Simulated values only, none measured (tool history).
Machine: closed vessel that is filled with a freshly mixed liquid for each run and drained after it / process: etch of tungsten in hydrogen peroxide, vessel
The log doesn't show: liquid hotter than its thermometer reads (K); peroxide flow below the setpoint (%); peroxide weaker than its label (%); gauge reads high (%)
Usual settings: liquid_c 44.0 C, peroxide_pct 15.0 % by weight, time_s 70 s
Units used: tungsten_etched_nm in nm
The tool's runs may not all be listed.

run,hour,liquid_c,peroxide_pct,time_s,wafers since the last listed run,hours since the thermometer was replaced,hours since the peroxide flow meter was replaced,hours since the drum of peroxide was connected,hours since the gauge calibration,"read-back film thickness of the tungsten reference wafer, read on the same gauge (nm)",tungsten_etched_nm
1,0.0,44.0,15.0,70,0,459.3,1934.2,17.1,734.5,70.04,39.92
2,37.0,44.0,15.0,70,2727,496.3,1971.2,54.1,771.5,69.96,39.84
3,141.3,41.0,15.0,70,7688,600.6,2075.5,158.4,875.8,70.00,33.31
4,219.7,41.0,15.0,70,5779,679.0,2153.9,236.8,954.2,69.99,33.26
5,301.2,44.0,15.0,90,6007,760.5,2235.4,318.3,1035.7,70.00,52.21
6,350.9,44.0,15.0,90,3663,810.2,2285.1,368.0,1085.4,70.00,52.48
7,401.2,37.0,15.0,70,3707,860.5,2335.4,418.3,1135.7,70.01,25.77
# hour 415.1: peroxide flow meter replaced
# hour 457.1: gauge calibrated
8,482.2,37.0,15.0,70,5897,941.5,67.1,499.3,25.1,70.01,25.55
# hour 541.4: thermometer replaced
9,551.0,38.5,15.0,70,4997,9.6,135.9,568.1,93.9,70.03,27.74
10,602.8,44.0,15.0,70,3818,61.4,187.7,619.9,145.7,70.00,39.50
# hour 611.6: new drum of peroxide connected
11,644.6,44.0,15.0,70,3007,103.2,229.5,33.0,187.5,70.00,40.18
12,725.3,44.0,15.0,70,5948,183.9,310.2,113.7,268.2,69.99,40.26
13,783.7,44.0,15.0,105,4304,242.3,368.6,172.1,326.6,70.01,59.60
14,831.9,44.0,12.0,55,3553,290.5,416.8,220.3,374.8,70.00,27.93
15,871.5,39.0,12.0,90,2919,330.1,456.4,259.9,414.4,69.98,33.59
16,926.4,44.0,15.0,95,4046,385.0,511.3,314.8,469.3,69.97,54.15
17,1023.5,38.0,15.0,70,7157,482.1,608.4,411.9,566.4,70.02,27.43
18,1124.8,50.5,18.5,35,7467,583.4,709.7,513.2,667.7,69.99,33.69

Here are 5 independent what-if runs from the current tool condition. What would each one return?
A,1125.5,49.0,15.0,70,51,584.1,710.4,513.9,668.4,?,?
B,1125.5,38.5,17.5,90,51,584.1,710.4,513.9,668.4,?,?
C,1125.5,44.0,15.0,55,51,584.1,710.4,513.9,668.4,?,?
D,1125.5,36.0,15.0,45,51,584.1,710.4,513.9,668.4,?,?
E,1125.5,36.0,15.0,85,51,584.1,710.4,513.9,668.4,?,?

run,"read-back film thickness of the tungsten reference wafer, read on the same gauge (nm)",tungsten_etched_nm
A,70.01,54.68
B,70.01,39.01
C,70.01,31.46
D,70.01,15.31
E,70.01,28.91
Without the tool's hidden state the same runs would have given:
run,tungsten_etched_nm
A,53.59
B,38.18
C,30.81
D,14.97
E,28.29
